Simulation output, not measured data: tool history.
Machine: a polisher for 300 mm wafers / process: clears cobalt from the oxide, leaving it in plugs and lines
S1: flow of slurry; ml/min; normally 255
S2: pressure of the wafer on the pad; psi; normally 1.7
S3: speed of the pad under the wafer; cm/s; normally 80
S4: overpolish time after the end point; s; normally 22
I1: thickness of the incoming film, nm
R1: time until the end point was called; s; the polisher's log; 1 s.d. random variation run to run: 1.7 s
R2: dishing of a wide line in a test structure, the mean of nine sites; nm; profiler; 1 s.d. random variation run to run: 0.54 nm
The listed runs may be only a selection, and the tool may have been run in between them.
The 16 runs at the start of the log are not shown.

| run | hour | S1 | S2 | S3 | S4 | I1 | R1 | R2 |
|---|---|---|---|---|---|---|---|---|
| 17 | 1293.0 | 255 | 1.7 | 80 | 22 | 293.8 | 86.1 | 36.5 |
| 18 | 1364.7 | 255 | 1.7 | 80 | 22 | 298.2 | 85.3 | 36.6 |
|  | 1426.1 | head pressure recalibrated |
| 19 | 1443.2 | 255 | 1.7 | 98 | 14 | 297.8 | 76.0 | 30.9 |
| 20 | 1514.1 | 255 | 1.7 | 80 | 16 | 299.3 | 91.6 | 29.6 |
| 21 | 1602.5 | 255 | 1.7 | 80 | 33 | 294.0 | 89.5 | 40.8 |
| 22 | 1660.9 | 255 | 1.7 | 80 | 17 | 295.8 | 91.2 | 30.9 |
|  | 1705.9 | slurry nozzle cleaned |
| 23 | 1718.6 | 330 | 1.9 | 80 | 15 | 296.1 | 74.0 | 31.5 |
|  | 1884.0 | worn pad replaced by a new one |
| 24 | 1906.4 | 335 | 1.7 | 80 | 16 | 298.8 | 79.6 | 31.8 |
| 25 | 1988.0 | 255 | 1.1 | 62 | 16 | 290.8 | 148.0 | 21.2 |
| 26 | 2038.9 | 335 | 1.7 | 80 | 22 | 297.3 | 81.9 | 35.9 |
| 27 | 2114.8 | 255 | 1.7 | 80 | 22 | 290.9 | 82.9 | 36.5 |
| 28 | 2153.5 | 315 | 1.7 | 80 | 33 | 291.0 | 77.0 | 42.4 |
| 29 | 2229.0 | 255 | 1.5 | 88 | 10 | 295.2 | 86.6 | 22.4 |
| 30 | 2285.1 | 290 | 2.1 | 64 | 15 | 298.3 | 88.4 | 29.6 |
|  | 2406.9 | head pressure recalibrated |
|  | 2437.8 | slurry nozzle cleaned |
| 31 | 2476.2 | 255 | 1.7 | 72 | 22 | 294.2 | 94.2 | 34.3 |
| 32 | 2529.7 | 205 | 1.4 | 80 | 13 | 293.6 | 103.8 | 24.2 |
| 33 | 2629.1 | 325 | 1.3 | 80 | 22 | 297.4 | 102.2 | 33.1 |

Here are 5 independent what-if runs from the current tool condition. What would each one return?
| A | 2629.6 | 255 | 1.7 | 80 | 22 | 293.3 | ? | ? |
| B | 2629.6 | 320 | 1.9 | 80 | 10 | 293.3 | ? | ? |
| C | 2629.6 | 300 | 1.7 | 62 | 22 | 293.3 | ? | ? |
| D | 2629.6 | 290 | 1.7 | 62 | 29 | 293.3 | ? | ? |
| E | 2629.6 | 230 | 1.7 | 80 | 22 | 293.3 | ? | ? |

| run | R1 | R2 |
|---|---|---|
| A | 84.8 | 36.5 |
| B | 75.0 | 25.2 |
| C | 107.2 | 32.8 |
| D | 107.6 | 37.3 |
| E | 86.0 | 36.3 |
The same runs, with their run-to-run variation unchanged, on a tool lacking any hidden condition would have given:
| run | R1 | R2 |
|---|---|---|
| A | 89.2 | 35.7 |
| B | 79.2 | 24.3 |
| C | 113.2 | 31.8 |
| D | 113.6 | 36.5 |
| E | 90.4 | 35.5 |
